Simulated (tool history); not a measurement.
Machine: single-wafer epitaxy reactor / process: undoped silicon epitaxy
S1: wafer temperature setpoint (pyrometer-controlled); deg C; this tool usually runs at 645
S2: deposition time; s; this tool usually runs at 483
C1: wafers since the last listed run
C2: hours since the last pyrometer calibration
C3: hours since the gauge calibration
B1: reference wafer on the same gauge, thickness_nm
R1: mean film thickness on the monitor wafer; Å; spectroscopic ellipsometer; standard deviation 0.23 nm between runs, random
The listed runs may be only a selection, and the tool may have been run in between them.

run	hour	S1	S2	C1	C2	C3	B1	R1
1	0	645	483	0	132	851.2	58.663	684.36
2	228.9	645	483	952	360.9	1080.1	58.712	674.89
3	378	645	483	620	510	1229.2	58.72	666.06
4	434.8	645	483	236	566.8	1286	58.762	668.68
5	515.1	645	483	334	647.1	1366.3	58.723	668.73
6	563.1	649	436	199	695.1	1414.3	58.695	649.73
7	641.6	649	436	326	773.6	1492.8	58.68	647.67
8	728.4	645	483	361	860.4	1579.6	58.657	660.9
9	792.6	645	483	267	924.6	1643.8	58.657	662.03
# hour 863: pyrometer calibrated
10	876.3	645	483	314	13.3	1727.5	58.746	700.73
11	965	645	541	368	102	1816.2	58.735	770.4
12	1005	645	483	166	142	1856.2	58.729	690.36
13	1296.7	645	483	1213	433.7	2147.9	58.747	681.29
14	1383.3	645	483	360	520.3	2234.5	58.699	676.31
15	1424.5	645	483	171	561.5	2275.7	58.713	670.29
16	1518.7	645	483	391	655.7	2369.9	58.709	671.04
17	1563.4	645	483	185	700.4	2414.6	58.769	671.67
18	1637.5	645	483	308	774.5	2488.7	58.629	671.9
19	1698.2	645	483	252	835.2	2549.4	58.632	671.44
20	1741.7	656	448	180	878.7	2592.9	58.735	772.88
21	1822.1	635	388	334	959.1	2673.3	58.695	442.81
22	1895.6	645	483	305	1032.6	2746.8	58.765	672.78
23	1962.9	653	548	279	1099.9	2814.1	58.729	890.67
24	2015.9	651	483	220	1152.9	2867.1	58.762	753.62
# hour 2085.6: pyrometer calibrated
# hour 2177.2: gauge calibrated
25	2279.7	645	446	1064	194.1	102.5	58.686	630.8
26	2320	654	421	167	234.4	142.8	58.733	708.85
27	2375.2	649	436	229	289.6	198	58.708	662.9
28	2415.2	649	391	166	329.6	238	58.664	591.14
29	2464.7	645	543	205	379.1	287.5	58.719	761.96
30	2601.6	632	520	569	516	424.4	58.678	562.68
31	2641.8	650	432	167	556.2	464.6	58.801	665.41
32	2720.9	658	387	329	635.3	543.7	58.715	693.01
33	2791.2	645	419	292	705.6	614	58.668	583.77
34	2880.1	659	543	369	794.5	702.9	58.619	985.53
35	2932.3	650	425	217	846.7	755.1	58.68	651.01
36	3023.2	649	436	378	937.6	846	58.704	652.92
37	3068.1	650	429	186	982.5	890.9	58.715	651.89
38	3105.2	640	483	154	1019.6	928	58.685	604.39
39	3144.3	645	483	162	1058.7	967.1	58.759	667.74

5 options for the next run, each taken on its own from the tool as it stands now. Forecast them:
A	3144.8	645	483	2	1059.2	967.6	?	?
B	3144.8	654	516	2	1059.2	967.6	?	?
C	3144.8	645	547	2	1059.2	967.6	?	?
D	3144.8	645	577	2	1059.2	967.6	?	?
E	3144.8	645	392	2	1059.2	967.6	?	?

run	B1	R1
A	58.779	667.03
B	58.779	847.76
C	58.779	755.41
D	58.779	796.84
E	58.779	541.36
Stripped of hidden state, with their random variation kept, the same runs would have yielded:
run	R1
A	695.62
B	883.46
C	787.79
D	831
E	564.56
